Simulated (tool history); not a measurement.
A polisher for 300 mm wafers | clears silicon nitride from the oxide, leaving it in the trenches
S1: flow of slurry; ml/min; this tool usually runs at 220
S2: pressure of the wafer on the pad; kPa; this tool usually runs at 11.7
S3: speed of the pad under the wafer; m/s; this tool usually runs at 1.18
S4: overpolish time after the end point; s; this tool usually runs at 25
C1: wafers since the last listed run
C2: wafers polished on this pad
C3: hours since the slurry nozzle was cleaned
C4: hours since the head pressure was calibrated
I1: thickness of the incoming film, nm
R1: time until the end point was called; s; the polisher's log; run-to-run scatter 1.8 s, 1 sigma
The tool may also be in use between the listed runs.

Run 1, hour 0.0: usual settings but S3 0.92 m/s; C1 0; C2 793; C3 188.1; C4 368.2; I1 88.3. Result: R1 151.9 s.
Run 2, hour 17.5: usual settings; C1 112; C2 905; C3 205.6; C4 385.7; I1 90.4. Result: R1 128.0 s.
Run 3, hour 39.5: usual settings but S2 13.8 kPa; C1 141; C2 1046; C3 227.6; C4 407.7; I1 91.1. Result: R1 112.0 s.
Run 4, hour 56.5: usual settings but S2 13.8 kPa; C1 108; C2 1155; C3 244.6; C4 424.7; I1 89.9. Result: R1 111.0 s.
At hour 68.6: head pressure recalibrated.
Run 5, hour 77.8: usual settings but S2 13.8 kPa; C1 123; C2 1278; C3 265.9; C4 9.2; I1 89.0. Result: R1 127.2 s.
Run 6, hour 96.5: usual settings; C1 119; C2 1398; C3 284.6; C4 27.9; I1 91.1. Result: R1 154.4 s.
At hour 123.5: worn pad replaced by a new one.
Run 7, hour 124.0: usual settings; C1 150; C2 3; C3 312.1; C4 55.4; I1 88.2. Result: R1 132.1 s.
Run 8, hour 138.5: usual settings; C1 92; C2 96; C3 326.6; C4 69.9; I1 90.0. Result: R1 133.7 s.
Run 9, hour 151.5: usual settings but S2 9.0 kPa; C1 83; C2 179; C3 339.6; C4 82.9; I1 89.2. Result: R1 175.9 s.
Run 10, hour 198.5: usual settings; C1 301; C2 480; C3 386.6; C4 129.9; I1 89.4. Result: R1 128.9 s.
Run 11, hour 232.4: usual settings but S1 265 ml/min, S2 8.3 kPa; C1 217; C2 697; C3 420.5; C4 163.8; I1 90.7. Result: R1 184.1 s.
Run 12, hour 266.6: usual settings but S1 265 ml/min, S2 8.3 kPa; C1 219; C2 917; C3 454.7; C4 198.0; I1 89.3. Result: R1 183.1 s.
Run 13, hour 290.8: usual settings; C1 155; C2 1072; C3 478.9; C4 222.2; I1 88.5. Result: R1 131.7 s.
Run 14, hour 318.9: usual settings but S1 240 ml/min, S2 8.3 kPa, S3 1.30 m/s, S4 20 s; C1 180; C2 1252; C3 507.0; C4 250.3; I1 89.1. Result: R1 172.2 s.
At hour 331.2: worn pad replaced by a new one.
Run 15, hour 343.8: usual settings but S1 250 ml/min, S2 8.3 kPa, S3 1.28 m/s; C1 133; C2 80; C3 531.9; C4 275.2; I1 91.5. Result: R1 163.1 s.
Run 16, hour 381.6: usual settings but S1 145 ml/min, S4 11 s; C1 242; C2 323; C3 569.7; C4 313.0; I1 90.7. Result: R1 134.6 s.
Run 17, hour 409.2: usual settings but S2 9.7 kPa; C1 176; C2 500; C3 597.3; C4 340.6; I1 89.0. Result: R1 151.1 s.
At hour 427.9: head pressure recalibrated.
Run 18, hour 435.1: usual settings but S1 150 ml/min, S2 7.6 kPa, S3 1.36 m/s, S4 15 s; C1 153; C2 653; C3 623.2; C4 7.2; I1 88.7. Result: R1 198.9 s.
Run 19, hour 450.3: usual settings but S1 160 ml/min, S2 13.8 kPa, S3 0.82 m/s, S4 15 s; C1 97; C2 750; C3 638.4; C4 22.4; I1 89.8. Result: R1 173.5 s.
Run 20, hour 473.0: usual settings but S2 10.3 kPa, S4 30 s; C1 145; C2 896; C3 661.1; C4 45.1; I1 89.0. Result: R1 157.2 s.
Run 21, hour 485.4: usual settings but S1 265 ml/min, S3 0.86 m/s; C1 79; C2 975; C3 673.5; C4 57.5; I1 90.0. Result: R1 185.1 s.
Run 22, hour 508.2: usual settings; C1 146; C2 1121; C3 696.3; C4 80.3; I1 90.4. Result: R1 142.0 s.
Run 23, hour 534.6: usual settings; C1 169; C2 1290; C3 722.7; C4 106.7; I1 90.0. Result: R1 144.0 s.
Run 24, hour 552.6: usual settings but S1 265 ml/min, S3 0.86 m/s; C1 115; C2 1406; C3 740.7; C4 124.7; I1 89.7. Result: R1 193.2 s.
At hour 564.1: slurry nozzle cleaned.
Run 25, hour 570.1: usual settings; C1 105; C2 1512; C3 6.0; C4 142.2; I1 88.8. Result: R1 148.2 s.
At hour 583.3: worn pad replaced by a new one.
Run 26, hour 584.7: usual settings; C1 67; C2 8; C3 20.6; C4 156.8; I1 89.9. Result: R1 126.9 s.
Run 27, hour 606.9: usual settings; C1 142; C2 151; C3 42.8; C4 179.0; I1 89.5. Result: R1 126.2 s.
Run 28, hour 625.9: usual settings but S1 190 ml/min, S2 15.2 kPa; C1 121; C2 272; C3 61.8; C4 198.0; I1 89.8. Result: R1 101.1 s.
Run 29, hour 657.4: usual settings; C1 201; C2 474; C3 93.3; C4 229.5; I1 88.8. Result: R1 126.2 s.
Run 30, hour 691.1: usual settings but S1 190 ml/min, S2 9.0 kPa, S3 1.32 m/s, S4 35 s; C1 215; C2 690; C3 127.0; C4 263.2; I1 89.9. Result: R1 155.1 s.
Run 31, hour 722.5: usual settings but S3 0.92 m/s, S4 17 s; C1 201; C2 892; C3 158.4; C4 294.6; I1 89.7. Result: R1 163.0 s.
Run 32, hour 740.5: usual settings but S1 195 ml/min, S2 15.9 kPa, S3 0.76 m/s, S4 38 s; C1 115; C2 1007; C3 176.4; C4 312.6; I1 91.6. Result: R1 153.3 s.
Run 33, hour 759.8: usual settings but S1 270 ml/min, S2 9.7 kPa, S3 0.90 m/s; C1 123; C2 1131; C3 195.7; C4 331.9; I1 88.6. Result: R1 203.9 s.
Run 34, hour 776.1: usual settings but S1 285 ml/min, S4 16 s; C1 104; C2 1235; C3 212.0; C4 348.2; I1 89.6. Result: R1 131.3 s.
At hour 836.4: head pressure recalibrated.
At hour 846.5: worn pad replaced by a new one.
Run 35, hour 847.0: usual settings but S3 1.46 m/s, S4 18 s; C1 415; C2 2; C3 282.9; C4 10.6; I1 88.8. Result: R1 108.3 s.
Run 36, hour 881.5: usual settings but S1 170 ml/min, S2 13.8 kPa, S3 0.78 m/s; C1 221; C2 224; C3 317.4; C4 45.1; I1 90.3. Result: R1 170.0 s.

For each run, the measured value with the value that run would have given without the tool's hidden condition subtracted. The run-to-run variation is shared by both, the gauge scatter possibly not:
What the log doesn't record here: removal rate lost through wear of the pad, %; slurry flow missing at the pad, %; deviation of the head's pressure from its setpoint, %.
run     R1
  1  -12.9
  2   -9.5
  3   -6.5
  4   -4.9
  5  +14.0
  6  +17.6
  7   -1.6
  8   -2.7
  9   -4.5
 10   -4.3
 11   -5.4
 12   -3.0
 13   -0.3
 14   +3.0
 15  -13.9
 16  -11.2
 17  -11.6
 18   +7.0
 19   +5.3
 20   +4.4
 21   +5.3
 22   +4.9
 23   +6.7
 24  +11.3
 25  +10.7
 26   -8.7
 27   -9.3
 28   -7.6
 29   -9.1
 30   -9.6
 31   -7.6
 32   -5.4
 33   -4.3
 34   -1.0
 35   -1.1
 36   -5.7

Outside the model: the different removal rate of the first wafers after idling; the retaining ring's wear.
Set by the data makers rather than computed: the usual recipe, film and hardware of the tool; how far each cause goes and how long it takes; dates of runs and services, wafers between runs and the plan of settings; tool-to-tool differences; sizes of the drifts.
